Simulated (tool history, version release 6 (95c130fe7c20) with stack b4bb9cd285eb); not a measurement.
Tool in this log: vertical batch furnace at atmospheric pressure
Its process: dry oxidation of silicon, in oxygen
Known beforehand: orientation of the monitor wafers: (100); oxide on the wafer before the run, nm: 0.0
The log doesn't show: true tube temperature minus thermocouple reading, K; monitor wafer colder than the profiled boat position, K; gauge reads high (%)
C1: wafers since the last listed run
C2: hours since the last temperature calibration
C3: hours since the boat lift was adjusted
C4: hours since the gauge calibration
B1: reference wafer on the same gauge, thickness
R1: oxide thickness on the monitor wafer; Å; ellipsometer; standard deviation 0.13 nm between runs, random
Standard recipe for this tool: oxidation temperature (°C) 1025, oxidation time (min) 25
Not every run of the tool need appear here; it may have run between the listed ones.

{"run": 1, "hour": 0.0, "oxidation temperature (°C)": 1025, "oxidation time (min)": 25, "C1": 0, "C2": 5304.4, "C3": 3084.2, "C4": 147.5, "B1": 32.32, "R1": 357.9}
{"run": 2, "hour": 7.7, "oxidation temperature (°C)": 1007, "oxidation time (min)": 25, "C1": 90, "C2": 5312.1, "C3": 3091.9, "C4": 155.2, "B1": 32.25, "R1": 305.7}
{"run": 3, "hour": 23.5, "oxidation temperature (°C)": 1025, "oxidation time (min)": 25, "C1": 184, "C2": 5327.9, "C3": 3107.7, "C4": 171, "B1": 32.3, "R1": 360.9}
{"run": 4, "hour": 30.0, "oxidation temperature (°C)": 1025, "oxidation time (min)": 25, "C1": 76, "C2": 5334.4, "C3": 3114.2, "C4": 177.5, "B1": 32.27, "R1": 359.4}
{"run": 5, "hour": 44.2, "oxidation temperature (°C)": 1025, "oxidation time (min)": 25, "C1": 166, "C2": 5348.6, "C3": 3128.4, "C4": 191.7, "B1": 32.28, "R1": 359.5}
{"run": 6, "hour": 56.9, "oxidation temperature (°C)": 1025, "oxidation time (min)": 25, "C1": 148, "C2": 5361.3, "C3": 3141.1, "C4": 204.4, "B1": 32.3, "R1": 358.3}
{"run": 7, "hour": 68.0, "oxidation temperature (°C)": 1025, "oxidation time (min)": 25, "C1": 129, "C2": 5372.4, "C3": 3152.2, "C4": 215.5, "B1": 32.3, "R1": 360.1}
{"run": 8, "hour": 87.1, "oxidation temperature (°C)": 1032, "oxidation time (min)": 25, "C1": 223, "C2": 5391.5, "C3": 3171.3, "C4": 234.6, "B1": 32.27, "R1": 380.8}
{"run": 9, "hour": 94.6, "oxidation temperature (°C)": 1025, "oxidation time (min)": 25, "C1": 87, "C2": 5399, "C3": 3178.8, "C4": 242.1, "B1": 32.25, "R1": 358.3}
{"run": 10, "hour": 104.2, "oxidation temperature (°C)": 1025, "oxidation time (min)": 25, "C1": 112, "C2": 5408.6, "C3": 3188.4, "C4": 251.7, "B1": 32.29, "R1": 357.3}
{"run": 11, "hour": 111.0, "oxidation temperature (°C)": 1025, "oxidation time (min)": 16.5, "C1": 79, "C2": 5415.4, "C3": 3195.2, "C4": 258.5, "B1": 32.29, "R1": 282.8}
{"run": 12, "hour": 126.2, "oxidation temperature (°C)": 1025, "oxidation time (min)": 16.5, "C1": 177, "C2": 5430.6, "C3": 3210.4, "C4": 273.7, "B1": 32.3, "R1": 283.2}
{"run": 13, "hour": 142.0, "oxidation temperature (°C)": 1025, "oxidation time (min)": 25, "C1": 184, "C2": 5446.4, "C3": 3226.2, "C4": 289.5, "B1": 32.27, "R1": 358.6}
{"run": 14, "hour": 189.5, "oxidation temperature (°C)": 1025, "oxidation time (min)": 25, "C1": 555, "C2": 5493.9, "C3": 3273.7, "C4": 337, "B1": 32.33, "R1": 359.6}
{"run": 15, "hour": 196.4, "oxidation temperature (°C)": 1006, "oxidation time (min)": 25, "C1": 80, "C2": 5500.8, "C3": 3280.6, "C4": 343.9, "B1": 32.27, "R1": 304.3}
{"run": 16, "hour": 215.5, "oxidation temperature (°C)": 1006, "oxidation time (min)": 25, "C1": 223, "C2": 5519.9, "C3": 3299.7, "C4": 363, "B1": 32.29, "R1": 303.5}
{"run": 17, "hour": 232.3, "oxidation temperature (°C)": 1025, "oxidation time (min)": 25, "C1": 196, "C2": 5536.7, "C3": 3316.5, "C4": 379.8, "B1": 32.25, "R1": 360.1}
{"run": 18, "hour": 243.2, "oxidation temperature (°C)": 1025, "oxidation time (min)": 25, "C1": 127, "C2": 5547.6, "C3": 3327.4, "C4": 390.7, "B1": 32.29, "R1": 359.6}
{"run": 19, "hour": 260.9, "oxidation temperature (°C)": 1025, "oxidation time (min)": 25, "C1": 207, "C2": 5565.3, "C3": 3345.1, "C4": 408.4, "B1": 32.33, "R1": 359.4}
{"run": 20, "hour": 271.4, "oxidation temperature (°C)": 1045, "oxidation time (min)": 16, "C1": 122, "C2": 5575.8, "C3": 3355.6, "C4": 418.9, "B1": 32.3, "R1": 329.8}
{"run": 21, "hour": 286.1, "oxidation temperature (°C)": 1041, "oxidation time (min)": 14.5, "C1": 172, "C2": 5590.5, "C3": 3370.3, "C4": 433.6, "B1": 32.24, "R1": 299.3}
{"run": 22, "hour": 300.8, "oxidation temperature (°C)": 1033, "oxidation time (min)": 34.5, "C1": 172, "C2": 5605.2, "C3": 3385, "C4": 448.3, "B1": 32.33, "R1": 466.5}
{"run": 23, "hour": 314.2, "oxidation temperature (°C)": 1016, "oxidation time (min)": 36, "C1": 156, "C2": 5618.6, "C3": 3398.4, "C4": 461.7, "B1": 32.25, "R1": 413.4}
{"run": 24, "hour": 326.9, "oxidation temperature (°C)": 1013, "oxidation time (min)": 30.5, "C1": 148, "C2": 5631.3, "C3": 3411.1, "C4": 474.4, "B1": 32.32, "R1": 362.9}
{"hour": 354.7, "done": "thermocouples replaced and temperature profile calibrated"}
{"run": 25, "hour": 355.2, "oxidation temperature (°C)": 1025, "oxidation time (min)": 21, "C1": 50, "C2": 0.5, "C3": 3439.4, "C4": 502.7, "B1": 32.26, "R1": 327.7}
{"run": 26, "hour": 359.7, "oxidation temperature (°C)": 1018, "oxidation time (min)": 31, "C1": 52, "C2": 5, "C3": 3443.9, "C4": 507.2, "B1": 32.33, "R1": 381.9}
{"run": 27, "hour": 364.3, "oxidation temperature (°C)": 1001, "oxidation time (min)": 36, "C1": 53, "C2": 9.6, "C3": 3448.5, "C4": 511.8, "B1": 32.33, "R1": 356.1}
{"run": 28, "hour": 371.6, "oxidation temperature (°C)": 1025, "oxidation time (min)": 25, "C1": 85, "C2": 16.9, "C3": 3455.8, "C4": 519.1, "B1": 32.37, "R1": 357.6}
{"hour": 391.5, "done": "gauge calibrated"}
{"hour": 405.1, "done": "boat lift adjusted"}
{"run": 29, "hour": 425.8, "oxidation temperature (°C)": 1001, "oxidation time (min)": 25, "C1": 353, "C2": 71.1, "C3": 20.7, "C4": 34.3, "B1": 32.3, "R1": 292}
{"run": 30, "hour": 438.7, "oxidation temperature (°C)": 1025, "oxidation time (min)": 25, "C1": 150, "C2": 84, "C3": 33.6, "C4": 47.2, "B1": 32.28, "R1": 360.7}
{"run": 31, "hour": 449.1, "oxidation temperature (°C)": 1005, "oxidation time (min)": 25, "C1": 121, "C2": 94.4, "C3": 44, "C4": 57.6, "B1": 32.24, "R1": 301.5}
{"run": 32, "hour": 465.2, "oxidation temperature (°C)": 1025, "oxidation time (min)": 21.5, "C1": 188, "C2": 110.5, "C3": 60.1, "C4": 73.7, "B1": 32.33, "R1": 329.8}
{"run": 33, "hour": 480.1, "oxidation temperature (°C)": 1031, "oxidation time (min)": 25, "C1": 174, "C2": 125.4, "C3": 75, "C4": 88.6, "B1": 32.28, "R1": 381.4}
{"run": 34, "hour": 497.4, "oxidation temperature (°C)": 1049, "oxidation time (min)": 31, "C1": 202, "C2": 142.7, "C3": 92.3, "C4": 105.9, "B1": 32.33, "R1": 497.1}
{"run": 35, "hour": 512.8, "oxidation temperature (°C)": 1015, "oxidation time (min)": 25, "C1": 180, "C2": 158.1, "C3": 107.7, "C4": 121.3, "B1": 32.25, "R1": 329.1}
{"run": 36, "hour": 530.1, "oxidation temperature (°C)": 1025, "oxidation time (min)": 25, "C1": 202, "C2": 175.4, "C3": 125, "C4": 138.6, "B1": 32.3, "R1": 360.7}
{"run": 37, "hour": 543.4, "oxidation temperature (°C)": 1000, "oxidation time (min)": 25, "C1": 155, "C2": 188.7, "C3": 138.3, "C4": 151.9, "B1": 32.28, "R1": 287}
{"run": 38, "hour": 551.0, "oxidation temperature (°C)": 1011, "oxidation time (min)": 13, "C1": 88, "C2": 196.3, "C3": 145.9, "C4": 159.5, "B1": 32.27, "R1": 220.6}
{"run": 39, "hour": 565.7, "oxidation temperature (°C)": 1025, "oxidation time (min)": 25, "C1": 172, "C2": 211, "C3": 160.6, "C4": 174.2, "B1": 32.26, "R1": 360.7}

Hidden condition of the tool, last listed run before each entry between runs versus first listed run after:
Between runs 24 and 25: thermocouples replaced and temperature profile calibrated (hour 354.7)
  the hidden state is the same at both runs
Between runs 28 and 29: gauge calibrated (hour 391.5); boat lift adjusted (hour 405.1)
  the hidden state is the same at both runs
